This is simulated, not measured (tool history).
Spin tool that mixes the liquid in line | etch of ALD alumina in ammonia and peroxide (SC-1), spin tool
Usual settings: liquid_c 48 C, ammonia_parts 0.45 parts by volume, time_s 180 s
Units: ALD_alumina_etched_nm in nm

run   hour  liquid_c  ammonia_parts  time_s  wafers since the last listed run  hours since the thermometer was replaced  hours since the ammonia flow meter was replaced  hours since the heated supply line was repaired  hours since the drum of ammonia solution was connected  hours since the gauge calibration  read-back film thickness of the ALD alumina reference wafer, read on the same gauge (nm)  ALD_alumina_etched_nm
  1      0        48           0.45     180                                 0                                    1968.3                                           1751.3                                           2653.5                                                   936.1                              701.5                                                                                    41.385                   4.36
  2   13.1        48           0.45     180                                87                                    1981.4                                           1764.4                                           2666.6                                                   949.2                              714.6                                                                                     41.43                  4.351
        20  -- heated supply line repaired
  3   29.6        48           0.45     180                               103                                    1997.9                                           1780.9                                              9.6                                                   965.7                              731.1                                                                                    41.413                  4.368
      33.5  -- new drum of ammonia solution connected
  4   65.5        48           0.45     180                               233                                    2033.8                                           1816.8                                             45.5                                                      32                                767                                                                                    41.396                  4.342
  5   84.5        48            0.6     180                               126                                    2052.8                                           1835.8                                             64.5                                                      51                                786                                                                                    41.438                  4.478
  6  106.1        48            0.6     180                               144                                    2074.4                                           1857.4                                             86.1                                                    72.6                              807.6                                                                                     41.45                  4.481
  7  139.5        48           0.45     180                               223                                    2107.8                                           1890.8                                            119.5                                                     106                                841                                                                                    41.461                  4.371
     153.8  -- gauge calibrated
  8  161.7        48           0.45     180                               148                                      2130                                             1913                                            141.7                                                   128.2                                7.9                                                                                    40.067                  4.203
  9  192.5        39            0.3     180                               205                                    2160.8                                           1943.8                                            172.5                                                     159                               38.7                                                                                    40.208                  2.425
 10  210.1        48           0.45     225                               117                                    2178.4                                           1961.4                                            190.1                                                   176.6                               56.3                                                                                    40.273                  5.283
 11  238.4        48           0.45     180                               189                                    2206.7                                           1989.7                                            218.4                                                   204.9                               84.6                                                                                    40.413                  4.253
 12  257.3        48           0.35     130                               126                                    2225.6                                           2008.6                                            237.3                                                   223.8                              103.5                                                                                    40.468                  2.996
       269  -- ammonia flow meter replaced
 13  289.4        41           0.45     225                               207                                    2257.7                                             20.4                                            269.4                                                   255.9                              135.6                                                                                    40.585                  3.581
 14  310.5      38.5           0.25     150                               140                                    2278.8                                             41.5                                            290.5                                                     277                              156.7                                                                                    40.634                  1.936
 15  336.4        48            0.6     140                               173                                    2304.7                                             67.4                                            316.4                                                   302.9                              182.6                                                                                    40.683                  3.423
 16  368.6        48            0.6     140                               215                                    2336.9                                             99.6                                            348.6                                                   335.1                              214.8                                                                                    40.784                  3.415
     382.2  -- thermometer replaced
 17  383.9        48           0.45     180                                95                                       1.7                                            114.9                                            363.9                                                   350.4                              230.1                                                                                     40.82                  4.247
 18  409.2        53           0.45     245                               169                                        27                                            140.2                                            389.2                                                   375.7                              255.4                                                                                    40.864                   7.76
 19  443.7        48            0.5     180                               230                                      61.5                                            174.7                                            423.7                                                   410.2                              289.9                                                                                    40.957                  4.373
 20  473.2        48            0.6     235                               197                                        91                                            204.2                                            453.2                                                   439.7                              319.4                                                                                    40.977                  5.755
 21    489        48           0.45     180                               105                                     106.8                                              220                                              469                                                   455.5                              335.2                                                                                    40.989                  4.294
 22  503.2        48           0.45     180                                94                                       121                                            234.2                                            483.2                                                   469.7                              349.4                                                                                    40.989                  4.305
 23  525.6        56           0.45     180                               149                                     143.4                                            256.6                                            505.6                                                   492.1                              371.8                                                                                    41.024                  6.611
 24  541.3        48           0.55      95                               104                                     159.1                                            272.3                                            521.3                                                   507.8                              387.5                                                                                    41.084                  2.331
 25  556.5        48           0.45     265                               101                                     174.3                                            287.5                                            536.5                                                     523                              402.7                                                                                     41.08                  6.348

The tool's hidden state at each run:
liquid colder than its thermometer reads (K): 0 in every run
ammonia flow below the setpoint (%): 0 in every run
temperature lost on the way to the wafer (K): 0 in every run
ammonia solution weaker than its label (%): 0 in every run
H1: gauge reads high (%)
run     H1
  1   3.51
  2   3.52
  3   3.53
  4   3.56
  5   3.57
  6   3.58
  7    3.6
  8   0.18
  9  0.536
 10  0.722
 11  0.996
 12   1.16
 13   1.42
 14   1.57
 15   1.75
 16   1.94
 17   2.02
 18   2.15
 19    2.3
 20   2.42
 21   2.48
 22   2.53
 23    2.6
 24   2.65
 25   2.69

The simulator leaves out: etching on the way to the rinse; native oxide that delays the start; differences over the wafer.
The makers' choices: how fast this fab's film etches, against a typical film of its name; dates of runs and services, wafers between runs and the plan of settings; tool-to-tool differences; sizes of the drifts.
